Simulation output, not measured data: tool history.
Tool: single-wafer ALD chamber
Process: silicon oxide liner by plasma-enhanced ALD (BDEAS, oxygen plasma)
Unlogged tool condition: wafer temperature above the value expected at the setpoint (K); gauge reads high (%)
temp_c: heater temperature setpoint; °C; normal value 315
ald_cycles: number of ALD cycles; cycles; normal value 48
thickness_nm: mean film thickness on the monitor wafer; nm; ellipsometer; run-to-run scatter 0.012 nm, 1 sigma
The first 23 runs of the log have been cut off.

run,hour,temp_c,ald_cycles,wafers since the last listed run,hours since the last thermocouple change,hours since the gauge calibration,"read-back reference wafer on the same gauge, thickness_nm",thickness_nm
24,296.4,307,51,60,39.1,176.9,4.73,4.884
25,312,315,39,131,54.7,192.5,4.729,3.697
26,328.7,315,48,140,71.4,209.2,4.729,4.549
27,346.5,325,48,149,89.2,227,4.727,4.495
28,354.2,321,48,64,96.9,234.7,4.728,4.525
29,362.1,305,42,66,104.8,242.6,4.731,4.048
30,374.2,302,48,101,116.9,254.7,4.729,4.655
31,381.4,326,53,60,124.1,261.9,4.722,4.951
32,392.5,315,48,93,135.2,273,4.724,4.546
33,399.9,315,48,62,142.6,280.4,4.726,4.549
34,408.9,315,51,75,151.6,289.4,4.726,4.837
# hour 411.4: gauge calibrated
35,417.5,330,51,72,160.2,6.1,4.776,4.768
36,432.6,307,40,126,175.3,21.2,4.77,3.876
37,440,315,55,62,182.7,28.6,4.759,5.272
38,455.4,306,48,129,198.1,44,4.757,4.675
39,469.1,323,39,115,211.8,57.7,4.753,3.678
40,482.9,311,48,115,225.6,71.5,4.748,4.593
41,491.4,315,45,71,234.1,80,4.747,4.294
42,505.8,310,56,120,248.5,94.4,4.738,5.377
43,523.8,327,43,151,266.5,112.4,4.733,4
44,551.9,327,55,235,294.6,140.5,4.737,5.157
45,568.3,315,52,137,311,156.9,4.733,4.945
46,584.6,322,44,136,327.3,173.2,4.728,4.125

Below are 5 alternative next runs, each starting from the tool's condition after run 46. Predict each:
A,585.1,315,40,4,327.8,173.7,?,?
B,585.1,305,55,4,327.8,173.7,?,?
C,585.1,310,48,4,327.8,173.7,?,?
D,585.1,328,52,4,327.8,173.7,?,?
E,585.1,325,52,4,327.8,173.7,?,?

run,"read-back reference wafer on the same gauge, thickness_nm",thickness_nm
A,4.726,3.789
B,4.726,5.29
C,4.726,4.582
D,4.726,4.828
E,4.726,4.85
Stripped of hidden state, with their random variation kept, the same runs would have yielded:
run,thickness_nm
A,3.83
B,5.348
C,4.632
D,4.88
E,4.903
